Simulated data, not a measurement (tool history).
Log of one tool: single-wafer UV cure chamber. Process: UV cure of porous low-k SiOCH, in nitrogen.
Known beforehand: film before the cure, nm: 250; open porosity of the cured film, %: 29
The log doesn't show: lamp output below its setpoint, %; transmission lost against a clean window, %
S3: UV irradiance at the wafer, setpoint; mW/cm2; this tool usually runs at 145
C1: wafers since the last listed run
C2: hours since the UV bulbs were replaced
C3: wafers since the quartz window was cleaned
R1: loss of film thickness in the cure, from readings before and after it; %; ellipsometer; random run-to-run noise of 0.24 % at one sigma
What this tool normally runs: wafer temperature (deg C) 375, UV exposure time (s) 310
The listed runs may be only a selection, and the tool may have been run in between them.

Run 1, hour 0.0: usual settings but wafer temperature (deg C) 370; C1 0; C2 1816.9; C3 1435. Result: R1 15.302 %.
At hour 22.1: quartz window cleaned.
Run 2, hour 22.6: usual settings but wafer temperature (deg C) 370; C1 61; C2 1839.5; C3 2. Result: R1 16.880 %.
Run 3, hour 29.2: usual settings but S3 170 mW/cm2; C1 27; C2 1846.1; C3 30. Result: R1 17.581 %.
Run 4, hour 43.0: usual settings but UV exposure time (s) 265, S3 127 mW/cm2; C1 58; C2 1859.9; C3 88. Result: R1 14.969 %.
Run 5, hour 62.2: usual settings; C1 80; C2 1879.1; C3 169. Result: R1 16.134 %.
Run 6, hour 94.2: usual settings; C1 134; C2 1911.1; C3 304. Result: R1 16.002 %.
Run 7, hour 110.0: usual settings; C1 66; C2 1926.9; C3 370. Result: R1 16.076 %.
Run 8, hour 130.8: usual settings; C1 87; C2 1947.7; C3 458. Result: R1 15.843 %.
Run 9, hour 154.1: usual settings; C1 98; C2 1971.0; C3 556. Result: R1 15.871 %.
Run 10, hour 178.9: usual settings but wafer temperature (deg C) 368, S3 159 mW/cm2; C1 104; C2 1995.8; C3 661. Result: R1 16.301 %.
Run 11, hour 194.9: usual settings; C1 67; C2 2011.8; C3 729. Result: R1 15.996 %.
Run 12, hour 213.4: usual settings; C1 78; C2 2030.3; C3 807. Result: R1 16.162 %.
Run 13, hour 246.6: usual settings; C1 140; C2 2063.5; C3 947. Result: R1 15.328 %.
Run 14, hour 274.0: usual settings but wafer temperature (deg C) 359, UV exposure time (s) 185, S3 182 mW/cm2; C1 115; C2 2090.9; C3 1062. Result: R1 13.847 %.
Run 15, hour 287.6: usual settings but wafer temperature (deg C) 382, S3 184 mW/cm2; C1 57; C2 2104.5; C3 1120. Result: R1 17.183 %.
Run 16, hour 309.9: usual settings but wafer temperature (deg C) 360, UV exposure time (s) 365, S3 111 mW/cm2; C1 94; C2 2126.8; C3 1214. Result: R1 14.892 %.
At hour 327.9: UV bulbs replaced.
Run 17, hour 328.6: usual settings; C1 45; C2 0.7; C3 1259. Result: R1 15.144 %.
At hour 355.6: quartz window cleaned.
Run 18, hour 361.2: usual settings but wafer temperature (deg C) 380; C1 103; C2 33.3; C3 23. Result: R1 16.820 %.
Run 19, hour 373.7: usual settings but UV exposure time (s) 225, S3 121 mW/cm2; C1 52; C2 45.8; C3 76. Result: R1 14.162 %.
Run 20, hour 391.9: usual settings but wafer temperature (deg C) 392, UV exposure time (s) 470, S3 167 mW/cm2; C1 76; C2 64.0; C3 152. Result: R1 19.415 %.
Run 21, hour 422.0: usual settings but wafer temperature (deg C) 391; C1 126; C2 94.1; C3 279. Result: R1 15.886 %.
Run 22, hour 457.8: usual settings; C1 151; C2 129.9; C3 430. Result: R1 16.104 %.
Run 23, hour 483.0: usual settings but UV exposure time (s) 190, S3 156 mW/cm2; C1 106; C2 155.1; C3 537. Result: R1 13.784 %.
Run 24, hour 516.8: usual settings; C1 142; C2 188.9; C3 679. Result: R1 15.636 %.
Run 25, hour 533.3: usual settings but wafer temperature (deg C) 355, UV exposure time (s) 395; C1 69; C2 205.4; C3 749. Result: R1 16.413 %.
Run 26, hour 555.5: usual settings but UV exposure time (s) 480, S3 172 mW/cm2; C1 93; C2 227.6; C3 843. Result: R1 18.743 %.
Run 27, hour 622.4: usual settings; C1 282; C2 294.5; C3 1125. Result: R1 15.478 %.

Branching from run 27: 4 alternative next runs. What would each branch give?
Run A, hour 622.9: usual settings but UV exposure time (s) 475; C1 2; C2 295.0; C3 1127. Result: R1 ?.
Run B, hour 622.9: usual settings but S3 167 mW/cm2; C1 2; C2 295.0; C3 1127. Result: R1 ?.
Run C, hour 622.9: usual settings but UV exposure time (s) 420; C1 2; C2 295.0; C3 1127. Result: R1 ?.
Run D, hour 622.9: usual settings but wafer temperature (deg C) 360; C1 2; C2 295.0; C3 1127. Result: R1 ?.

run      R1
  A  17.778
  B  16.281
  C  17.131
  D  15.217
With no hidden state in the tool, these same runs would have given:
run      R1
  A  19.134
  B  17.631
  C  18.486
  D  16.556
